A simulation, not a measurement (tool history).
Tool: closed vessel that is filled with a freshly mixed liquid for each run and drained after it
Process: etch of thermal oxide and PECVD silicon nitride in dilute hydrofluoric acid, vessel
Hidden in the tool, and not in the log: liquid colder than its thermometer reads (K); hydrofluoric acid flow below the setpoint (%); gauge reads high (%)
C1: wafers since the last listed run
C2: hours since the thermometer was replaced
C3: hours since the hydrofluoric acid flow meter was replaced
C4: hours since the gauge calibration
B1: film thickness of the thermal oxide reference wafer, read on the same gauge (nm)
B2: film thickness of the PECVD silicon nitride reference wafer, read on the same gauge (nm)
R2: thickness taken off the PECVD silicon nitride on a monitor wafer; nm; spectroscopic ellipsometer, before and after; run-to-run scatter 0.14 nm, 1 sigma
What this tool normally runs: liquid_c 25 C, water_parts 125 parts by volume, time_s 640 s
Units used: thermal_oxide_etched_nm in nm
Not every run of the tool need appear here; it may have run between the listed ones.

{"run": 1, "hour": 0.0, "liquid_c": 25, "water_parts": 125, "time_s": 640, "C1": 0, "C2": 2382.2, "C3": 326.7, "C4": 79, "B1": 90.03, "B2": 40, "thermal_oxide_etched_nm": 26.77, "R2": 22}
{"run": 2, "hour": 40.0, "liquid_c": 25, "water_parts": 125, "time_s": 640, "C1": 2773, "C2": 2422.2, "C3": 366.7, "C4": 119, "B1": 89.97, "B2": 40.01, "thermal_oxide_etched_nm": 26.87, "R2": 22.06}
{"run": 3, "hour": 57.0, "liquid_c": 25, "water_parts": 125, "time_s": 640, "C1": 1178, "C2": 2439.2, "C3": 383.7, "C4": 136, "B1": 90.02, "B2": 39.98, "thermal_oxide_etched_nm": 26.77, "R2": 21.98}
{"run": 4, "hour": 69.0, "liquid_c": 25, "water_parts": 125, "time_s": 640, "C1": 832, "C2": 2451.2, "C3": 395.7, "C4": 148, "B1": 89.95, "B2": 39.99, "thermal_oxide_etched_nm": 26.62, "R2": 22.13}
{"run": 5, "hour": 76.8, "liquid_c": 25, "water_parts": 125, "time_s": 640, "C1": 540, "C2": 2459, "C3": 403.5, "C4": 155.8, "B1": 90.01, "B2": 39.99, "thermal_oxide_etched_nm": 26.81, "R2": 22.07}
{"hour": 81.2, "done": "thermometer replaced"}
{"hour": 82.3, "done": "hydrofluoric acid flow meter replaced"}
{"run": 6, "hour": 87.5, "liquid_c": 25, "water_parts": 125, "time_s": 640, "C1": 603, "C2": 6.3, "C3": 5.2, "C4": 166.5, "B1": 90.04, "B2": 40, "thermal_oxide_etched_nm": 26.57, "R2": 21.98}
{"hour": 95.8, "done": "gauge calibrated"}
{"run": 7, "hour": 99.0, "liquid_c": 25, "water_parts": 125, "time_s": 640, "C1": 797, "C2": 17.8, "C3": 16.7, "C4": 3.2, "B1": 89.98, "B2": 39.99, "thermal_oxide_etched_nm": 26.82, "R2": 22.14}
{"run": 8, "hour": 106.5, "liquid_c": 25, "water_parts": 125, "time_s": 470, "C1": 520, "C2": 25.3, "C3": 24.2, "C4": 10.7, "B1": 89.96, "B2": 40.01, "thermal_oxide_etched_nm": 19.58, "R2": 16.26}
{"run": 9, "hour": 122.2, "liquid_c": 21, "water_parts": 75, "time_s": 900, "C1": 1088, "C2": 41, "C3": 39.9, "C4": 26.4, "B1": 89.98, "B2": 40.01, "thermal_oxide_etched_nm": 57.01, "R2": 39.2}
{"run": 10, "hour": 142.6, "liquid_c": 29, "water_parts": 125, "time_s": 640, "C1": 1414, "C2": 61.4, "C3": 60.3, "C4": 46.8, "B1": 89.99, "B2": 40, "thermal_oxide_etched_nm": 31.18, "R2": 27.92}
{"run": 11, "hour": 149.5, "liquid_c": 25, "water_parts": 125, "time_s": 640, "C1": 478, "C2": 68.3, "C3": 67.2, "C4": 53.7, "B1": 90.02, "B2": 40.03, "thermal_oxide_etched_nm": 26.63, "R2": 21.95}

Predict the results of run 12:
{"run": 12, "hour": 159.0, "liquid_c": 25, "water_parts": 70, "time_s": 420, "C1": 658, "C2": 77.8, "C3": 76.7, "C4": 63.2, "B1": "?", "B2": "?", "thermal_oxide_etched_nm": "?", "R2": "?"}

Run 12 produced B1 90.01, B2 40, thermal_oxide_etched_nm 33.49 nm, R2 25.6 nm.
With the hidden condition absent and the run-to-run variation left alone, this run would have shown thermal_oxide_etched_nm 33.49 nm, R2 25.6 nm.
